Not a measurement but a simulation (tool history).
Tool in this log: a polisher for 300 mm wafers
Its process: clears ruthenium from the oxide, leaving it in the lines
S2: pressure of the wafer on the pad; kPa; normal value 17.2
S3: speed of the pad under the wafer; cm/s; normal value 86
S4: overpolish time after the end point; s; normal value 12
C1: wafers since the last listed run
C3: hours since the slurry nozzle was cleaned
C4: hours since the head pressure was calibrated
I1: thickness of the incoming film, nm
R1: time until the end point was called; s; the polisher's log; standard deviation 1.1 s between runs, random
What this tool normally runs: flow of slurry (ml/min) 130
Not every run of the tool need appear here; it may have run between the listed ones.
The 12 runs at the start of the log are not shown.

run 13 hour=1023.2 | flow_of_slurry_(ml/min)=130 S2=17.2 S3=86 S4=12 | C1=458 wafers_polished_on_this_pad=463 C3=92.5 C4=614.2 | I1=164.0 | R1=138.7
run 14 hour=1115.6 | flow_of_slurry_(ml/min)=130 S2=17.2 S3=64 S4=6 | C1=852 wafers_polished_on_this_pad=1315 C3=184.9 C4=706.6 | I1=165.2 | R1=188.7
-- hour=1133.8 head pressure recalibrated
run 15 hour=1175.3 | flow_of_slurry_(ml/min)=130 S2=17.2 S3=86 S4=12 | C1=532 wafers_polished_on_this_pad=1847 C3=244.6 C4=41.5 | I1=166.8 | R1=142.9
run 16 hour=1283.2 | flow_of_slurry_(ml/min)=120 S2=23.4 S3=86 S4=12 | C1=995 wafers_polished_on_this_pad=2842 C3=352.5 C4=149.4 | I1=164.8 | R1=112.3
run 17 hour=1350.9 | flow_of_slurry_(ml/min)=130 S2=17.2 S3=86 S4=12 | C1=624 wafers_polished_on_this_pad=3466 C3=420.2 C4=217.1 | I1=163.5 | R1=140.2
run 18 hour=1481.7 | flow_of_slurry_(ml/min)=110 S2=17.2 S3=70 S4=9 | C1=1206 wafers_polished_on_this_pad=4672 C3=551.0 C4=347.9 | I1=162.8 | R1=180.1
-- hour=1538.6 slurry nozzle cleaned
-- hour=1572.9 worn pad replaced by a new one
run 19 hour=1581.3 | flow_of_slurry_(ml/min)=130 S2=17.2 S3=58 S4=15 | C1=872 wafers_polished_on_this_pad=77 C3=42.7 C4=447.5 | I1=163.6 | R1=202.0
run 20 hour=1649.0 | flow_of_slurry_(ml/min)=170 S2=22.1 S3=86 S4=12 | C1=624 wafers_polished_on_this_pad=701 C3=110.4 C4=515.2 | I1=164.6 | R1=106.9
run 21 hour=1692.3 | flow_of_slurry_(ml/min)=130 S2=17.2 S3=86 S4=17 | C1=399 wafers_polished_on_this_pad=1100 C3=153.7 C4=558.5 | I1=165.7 | R1=138.0
-- hour=1731.7 head pressure recalibrated
run 22 hour=1778.8 | flow_of_slurry_(ml/min)=95 S2=14.5 S3=112 S4=17 | C1=779 wafers_polished_on_this_pad=1880 C3=240.2 C4=47.1 | I1=162.7 | R1=130.4
run 23 hour=1833.6 | flow_of_slurry_(ml/min)=130 S2=17.2 S3=116 S4=12 | C1=505 wafers_polished_on_this_pad=2385 C3=295.0 C4=101.9 | I1=168.5 | R1=107.1
run 24 hour=1925.5 | flow_of_slurry_(ml/min)=145 S2=18.6 S3=60 S4=6 | C1=847 wafers_polished_on_this_pad=3232 C3=386.9 C4=193.8 | I1=165.0 | R1=182.8

Forecast run 25:
run 25 hour=1989.6 | flow_of_slurry_(ml/min)=130 S2=17.2 S3=114 S4=7 | C1=591 wafers_polished_on_this_pad=3824 C3=451.0 C4=257.9 | I1=165.4 | R1=?

Run 25 yielded R1 107.3 s.
If the tool had no hidden condition, the same run with the same run-to-run variation would have returned R1 103.4 s.
